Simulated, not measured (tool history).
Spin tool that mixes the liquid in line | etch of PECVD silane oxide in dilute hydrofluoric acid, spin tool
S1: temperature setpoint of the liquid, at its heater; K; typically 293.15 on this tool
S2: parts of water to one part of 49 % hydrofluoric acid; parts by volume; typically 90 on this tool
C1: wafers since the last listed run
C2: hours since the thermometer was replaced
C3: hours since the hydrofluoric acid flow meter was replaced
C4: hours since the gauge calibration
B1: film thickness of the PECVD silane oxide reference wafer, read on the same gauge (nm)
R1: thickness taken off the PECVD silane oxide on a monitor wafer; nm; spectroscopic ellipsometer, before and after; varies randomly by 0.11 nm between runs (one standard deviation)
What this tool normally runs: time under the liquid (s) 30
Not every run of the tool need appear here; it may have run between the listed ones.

{"run": 1, "hour": 0.0, "S1": 293.15, "S2": 90, "time under the liquid (s)": 30, "C1": 0, "C2": 1785.9, "C3": 1084.6, "C4": 50.2, "B1": 120.92, "R1": 13.21}
{"run": 2, "hour": 15.8, "S1": 293.15, "S2": 75, "time under the liquid (s)": 30, "C1": 126, "C2": 1801.7, "C3": 1100.4, "C4": 66, "B1": 121.17, "R1": 15.98}
{"run": 3, "hour": 37.4, "S1": 293.15, "S2": 90, "time under the liquid (s)": 30, "C1": 172, "C2": 1823.3, "C3": 1122, "C4": 87.6, "B1": 121.4, "R1": 13.04}
{"run": 4, "hour": 60.6, "S1": 293.15, "S2": 90, "time under the liquid (s)": 30, "C1": 185, "C2": 1846.5, "C3": 1145.2, "C4": 110.8, "B1": 121.66, "R1": 12.96}
{"run": 5, "hour": 77.9, "S1": 293.15, "S2": 90, "time under the liquid (s)": 40, "C1": 138, "C2": 1863.8, "C3": 1162.5, "C4": 128.1, "B1": 121.85, "R1": 17.62}
{"run": 6, "hour": 111.0, "S1": 293.15, "S2": 90, "time under the liquid (s)": 40, "C1": 264, "C2": 1896.9, "C3": 1195.6, "C4": 161.2, "B1": 122.24, "R1": 17.79}
{"run": 7, "hour": 141.0, "S1": 293.15, "S2": 90, "time under the liquid (s)": 40, "C1": 239, "C2": 1926.9, "C3": 1225.6, "C4": 191.2, "B1": 122.53, "R1": 17.66}
{"hour": 145.0, "done": "thermometer replaced"}
{"run": 8, "hour": 156.7, "S1": 297.15, "S2": 110, "time under the liquid (s)": 40, "C1": 117, "C2": 11.7, "C3": 1241.3, "C4": 206.9, "B1": 122.75, "R1": 16.52}
{"hour": 159.6, "done": "hydrofluoric acid flow meter replaced"}
{"run": 9, "hour": 170.5, "S1": 297.15, "S2": 110, "time under the liquid (s)": 40, "C1": 102, "C2": 25.5, "C3": 10.9, "C4": 220.7, "B1": 122.82, "R1": 16.44}
{"run": 10, "hour": 194.1, "S1": 293.15, "S2": 55, "time under the liquid (s)": 15, "C1": 188, "C2": 49.1, "C3": 34.5, "C4": 244.3, "B1": 122.98, "R1": 11.37}
{"run": 11, "hour": 211.4, "S1": 295.65, "S2": 105, "time under the liquid (s)": 45, "C1": 138, "C2": 66.4, "C3": 51.8, "C4": 261.6, "B1": 123.17, "R1": 19.01}
{"run": 12, "hour": 230.6, "S1": 290.15, "S2": 45, "time under the liquid (s)": 25, "C1": 153, "C2": 85.6, "C3": 71, "C4": 280.8, "B1": 123.32, "R1": 20.61}
{"run": 13, "hour": 266.3, "S1": 290.15, "S2": 110, "time under the liquid (s)": 30, "C1": 284, "C2": 121.3, "C3": 106.7, "C4": 316.5, "B1": 123.61, "R1": 9.45}
{"run": 14, "hour": 280.7, "S1": 293.15, "S2": 90, "time under the liquid (s)": 45, "C1": 114, "C2": 135.7, "C3": 121.1, "C4": 330.9, "B1": 123.69, "R1": 20.06}
{"run": 15, "hour": 312.4, "S1": 295.15, "S2": 90, "time under the liquid (s)": 50, "C1": 253, "C2": 167.4, "C3": 152.8, "C4": 362.6, "B1": 123.96, "R1": 24.15}
{"run": 16, "hour": 324.5, "S1": 293.15, "S2": 90, "time under the liquid (s)": 30, "C1": 96, "C2": 179.5, "C3": 164.9, "C4": 374.7, "B1": 123.99, "R1": 13.26}
{"run": 17, "hour": 360.1, "S1": 293.15, "S2": 90, "time under the liquid (s)": 15, "C1": 284, "C2": 215.1, "C3": 200.5, "C4": 410.3, "B1": 124.2, "R1": 6.7}
{"run": 18, "hour": 387.5, "S1": 293.15, "S2": 65, "time under the liquid (s)": 20, "C1": 218, "C2": 242.5, "C3": 227.9, "C4": 437.7, "B1": 124.4, "R1": 12.79}
{"run": 19, "hour": 410.9, "S1": 297.15, "S2": 105, "time under the liquid (s)": 15, "C1": 186, "C2": 265.9, "C3": 251.3, "C4": 461.1, "B1": 124.53, "R1": 6.64}
{"run": 20, "hour": 430.5, "S1": 290.65, "S2": 55, "time under the liquid (s)": 15, "C1": 156, "C2": 285.5, "C3": 270.9, "C4": 480.7, "B1": 124.63, "R1": 10.24}
{"run": 21, "hour": 449.3, "S1": 297.65, "S2": 135, "time under the liquid (s)": 30, "C1": 150, "C2": 304.3, "C3": 289.7, "C4": 499.5, "B1": 124.67, "R1": 10.07}
{"run": 22, "hour": 482.2, "S1": 290.15, "S2": 90, "time under the liquid (s)": 50, "C1": 262, "C2": 337.2, "C3": 322.6, "C4": 532.4, "B1": 124.83, "R1": 20.06}
{"run": 23, "hour": 506.7, "S1": 297.65, "S2": 90, "time under the liquid (s)": 15, "C1": 195, "C2": 361.7, "C3": 347.1, "C4": 556.9, "B1": 124.95, "R1": 8.22}
{"run": 24, "hour": 540.0, "S1": 297.65, "S2": 120, "time under the liquid (s)": 20, "C1": 265, "C2": 395, "C3": 380.4, "C4": 590.2, "B1": 125.06, "R1": 7.86}
{"run": 25, "hour": 560.6, "S1": 296.15, "S2": 120, "time under the liquid (s)": 30, "C1": 164, "C2": 415.6, "C3": 401, "C4": 610.8, "B1": 125.21, "R1": 10.92}
{"run": 26, "hour": 576.9, "S1": 293.15, "S2": 100, "time under the liquid (s)": 30, "C1": 130, "C2": 431.9, "C3": 417.3, "C4": 627.1, "B1": 125.24, "R1": 12.12}
{"run": 27, "hour": 608.4, "S1": 297.15, "S2": 110, "time under the liquid (s)": 40, "C1": 251, "C2": 463.4, "C3": 448.8, "C4": 658.6, "B1": 125.36, "R1": 16.87}
{"run": 28, "hour": 633.4, "S1": 293.15, "S2": 120, "time under the liquid (s)": 30, "C1": 199, "C2": 488.4, "C3": 473.8, "C4": 683.6, "B1": 125.45, "R1": 9.78}
{"run": 29, "hour": 714.0, "S1": 295.15, "S2": 70, "time under the liquid (s)": 40, "C1": 643, "C2": 569, "C3": 554.4, "C4": 764.2, "B1": 125.67, "R1": 25.73}
{"run": 30, "hour": 747.4, "S1": 293.15, "S2": 90, "time under the liquid (s)": 30, "C1": 266, "C2": 602.4, "C3": 587.8, "C4": 797.6, "B1": 125.71, "R1": 13.7}
{"run": 31, "hour": 778.0, "S1": 293.15, "S2": 90, "time under the liquid (s)": 15, "C1": 244, "C2": 633, "C3": 618.4, "C4": 828.2, "B1": 125.8, "R1": 6.9}
{"run": 32, "hour": 803.3, "S1": 293.15, "S2": 125, "time under the liquid (s)": 45, "C1": 201, "C2": 658.3, "C3": 643.7, "C4": 853.5, "B1": 125.88, "R1": 14.11}

Consider 5 possible next runs. They are alternatives, not a sequence: every one starts from the tool as it was left by run 32. What does each give?
{"run": "A", "hour": 803.7, "S1": 293.15, "S2": 90, "time under the liquid (s)": 30, "C1": 3, "C2": 658.7, "C3": 644.1, "C4": 853.9, "B1": "?", "R1": "?"}
{"run": "B", "hour": 803.7, "S1": 293.15, "S2": 90, "time under the liquid (s)": 50, "C1": 3, "C2": 658.7, "C3": 644.1, "C4": 853.9, "B1": "?", "R1": "?"}
{"run": "C", "hour": 803.7, "S1": 293.15, "S2": 75, "time under the liquid (s)": 15, "C1": 3, "C2": 658.7, "C3": 644.1, "C4": 853.9, "B1": "?", "R1": "?"}
{"run": "D", "hour": 803.7, "S1": 295.65, "S2": 90, "time under the liquid (s)": 30, "C1": 3, "C2": 658.7, "C3": 644.1, "C4": 853.9, "B1": "?", "R1": "?"}
{"run": "E", "hour": 803.7, "S1": 290.15, "S2": 110, "time under the liquid (s)": 25, "C1": 3, "C2": 658.7, "C3": 644.1, "C4": 853.9, "B1": "?", "R1": "?"}

run=A B1=125.88 R1=13.51
run=B B1=125.88 R1=22.51
run=C B1=125.88 R1=8.25
run=D B1=125.88 R1=14.96
run=E B1=125.88 R1=7.96
With no hidden state in the tool, these same runs would have given:
run=A R1=12.88
run=B R1=21.46
run=C R1=7.86
run=D R1=14.26
run=E R1=7.58
